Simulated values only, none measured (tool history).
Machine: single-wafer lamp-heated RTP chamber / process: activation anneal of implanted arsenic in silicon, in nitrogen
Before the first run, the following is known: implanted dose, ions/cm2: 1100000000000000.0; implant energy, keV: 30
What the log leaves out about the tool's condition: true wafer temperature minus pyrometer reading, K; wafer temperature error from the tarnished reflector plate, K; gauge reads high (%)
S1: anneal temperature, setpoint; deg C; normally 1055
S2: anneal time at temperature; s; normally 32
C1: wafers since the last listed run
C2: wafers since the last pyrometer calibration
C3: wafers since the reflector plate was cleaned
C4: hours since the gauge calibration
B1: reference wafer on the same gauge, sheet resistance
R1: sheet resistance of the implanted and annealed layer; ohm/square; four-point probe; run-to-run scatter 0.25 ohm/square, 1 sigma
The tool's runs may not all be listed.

| run | hour | S1 | S2 | C1 | C2 | C3 | C4 | B1 | R1 |
|---|---|---|---|---|---|---|---|---|---|
| 1 | 0.0 | 1055 | 32 | 0 | 265 | 2444 | 608.9 | 105.01 | 105.62 |
| 2 | 32.6 | 1055 | 32 | 436 | 702 | 2881 | 641.5 | 105.00 | 105.65 |
| 3 | 66.5 | 1055 | 32 | 454 | 1156 | 3335 | 675.4 | 104.99 | 105.22 |
| 4 | 87.6 | 1055 | 32 | 282 | 1439 | 3618 | 696.5 | 105.04 | 105.76 |
| 5 | 117.3 | 1055 | 32 | 398 | 1837 | 4016 | 726.2 | 105.00 | 105.52 |
| 6 | 146.9 | 1055 | 32 | 396 | 2234 | 4413 | 755.8 | 105.00 | 105.18 |
| 7 | 191.9 | 1055 | 32 | 603 | 2837 | 5016 | 800.8 | 105.04 | 105.01 |
| 8 | 222.7 | 1055 | 32 | 412 | 3250 | 5429 | 831.6 | 104.96 | 104.60 |
| 9 | 252.3 | 1055 | 26 | 396 | 3646 | 5825 | 861.2 | 104.96 | 106.18 |
| 10 | 277.9 | 1055 | 26 | 343 | 3989 | 6168 | 886.8 | 105.00 | 105.89 |
| 11 | 310.9 | 1055 | 26 | 442 | 4432 | 6611 | 919.8 | 104.93 | 105.70 |
| 12 | 339.1 | 1036 | 32 | 377 | 4809 | 6989 | 948.0 | 104.98 | 107.19 |
| 13 | 374.6 | 1036 | 32 | 475 | 5285 | 7464 | 983.5 | 104.95 | 107.26 |
| 14 | 399.1 | 1055 | 32 | 328 | 5614 | 7793 | 1008.0 | 105.03 | 103.85 |
| 15 | 429.4 | 1055 | 32 | 406 | 6020 | 8199 | 1038.3 | 105.09 | 104.07 |
| 16 | 463.9 | 1055 | 32 | 462 | 6482 | 8661 | 1072.8 | 105.01 | 104.16 |
|  | 497.8 | pyrometer window cleaned and pyrometer calibrated |
| 17 | 498.9 | 1055 | 32 | 361 | 14 | 9023 | 1107.8 | 104.96 | 106.16 |
|  | 510.5 | gauge calibrated |
| 18 | 530.5 | 1055 | 32 | 423 | 437 | 9446 | 20.0 | 105.05 | 105.50 |
| 19 | 555.1 | 1047 | 26 | 329 | 767 | 9776 | 44.6 | 105.00 | 107.42 |
| 20 | 577.8 | 1047 | 19 | 304 | 1071 | 10080 | 67.3 | 104.99 | 109.81 |
| 21 | 603.4 | 1035 | 50 | 343 | 1414 | 10423 | 92.9 | 105.04 | 104.72 |
| 22 | 626.8 | 1055 | 32 | 313 | 1728 | 10737 | 116.3 | 105.02 | 104.24 |
| 23 | 647.5 | 1047 | 26 | 277 | 2005 | 11014 | 137.0 | 105.03 | 107.18 |
| 24 | 673.2 | 1066 | 15 | 344 | 2350 | 11359 | 162.7 | 104.96 | 108.27 |
| 25 | 751.1 | 1055 | 48 | 1043 | 3394 | 12403 | 240.6 | 105.01 | 100.82 |
|  | 762.3 | reflector plate cleaned |
| 26 | 786.7 | 1071 | 32 | 369 | 3764 | 326 | 276.2 | 105.03 | 102.60 |
| 27 | 820.1 | 1055 | 46 | 447 | 4211 | 774 | 309.6 | 105.05 | 102.37 |
| 28 | 846.1 | 1045 | 24 | 348 | 4560 | 1122 | 335.6 | 105.02 | 108.82 |
| 29 | 866.0 | 1055 | 32 | 266 | 4826 | 1389 | 355.5 | 105.02 | 104.49 |
| 30 | 897.8 | 1036 | 32 | 426 | 5253 | 1815 | 387.3 | 104.96 | 107.99 |
| 31 | 920.7 | 1080 | 13 | 306 | 5559 | 2122 | 410.2 | 104.97 | 107.58 |
| 32 | 948.4 | 1035 | 27 | 371 | 5931 | 2493 | 437.9 | 104.94 | 108.53 |
| 33 | 978.0 | 1046 | 49 | 396 | 6327 | 2890 | 467.5 | 105.02 | 102.82 |
| 34 | 990.8 | 1064 | 25 | 171 | 6499 | 3061 | 480.3 | 104.94 | 104.87 |
| 35 | 1015.4 | 1067 | 48 | 329 | 6829 | 3391 | 504.9 | 105.02 | 99.69 |

Hidden condition of the tool, last listed run before each entry between runs versus first listed run after:
Between runs 16 and 17: pyrometer window cleaned and pyrometer calibrated (hour 497.8)
  true wafer temperature minus pyrometer reading, K: 12.5 -> 0.152; wafer temperature error from the tarnished reflector plate, K: 6.19 -> 6.47
  measured value less the no-hidden-state value, R1: -3.01 -> -1.06 ohm/square
Between runs 17 and 18: gauge calibrated (hour 510.5)
  true wafer temperature minus pyrometer reading, K: 0.152 -> 2; wafer temperature error from the tarnished reflector plate, K: 6.47 -> 6.71
  measured value less the no-hidden-state value, R1: -1.06 -> -1.38 ohm/square
Between runs 25 and 26: reflector plate cleaned (hour 762.3)
  true wafer temperature minus pyrometer reading, K: 9.18 -> 9.76; wafer temperature error from the tarnished reflector plate, K: 8.43 -> 0.455
  measured value less the no-hidden-state value, R1: -2.91 -> -1.66 ohm/square
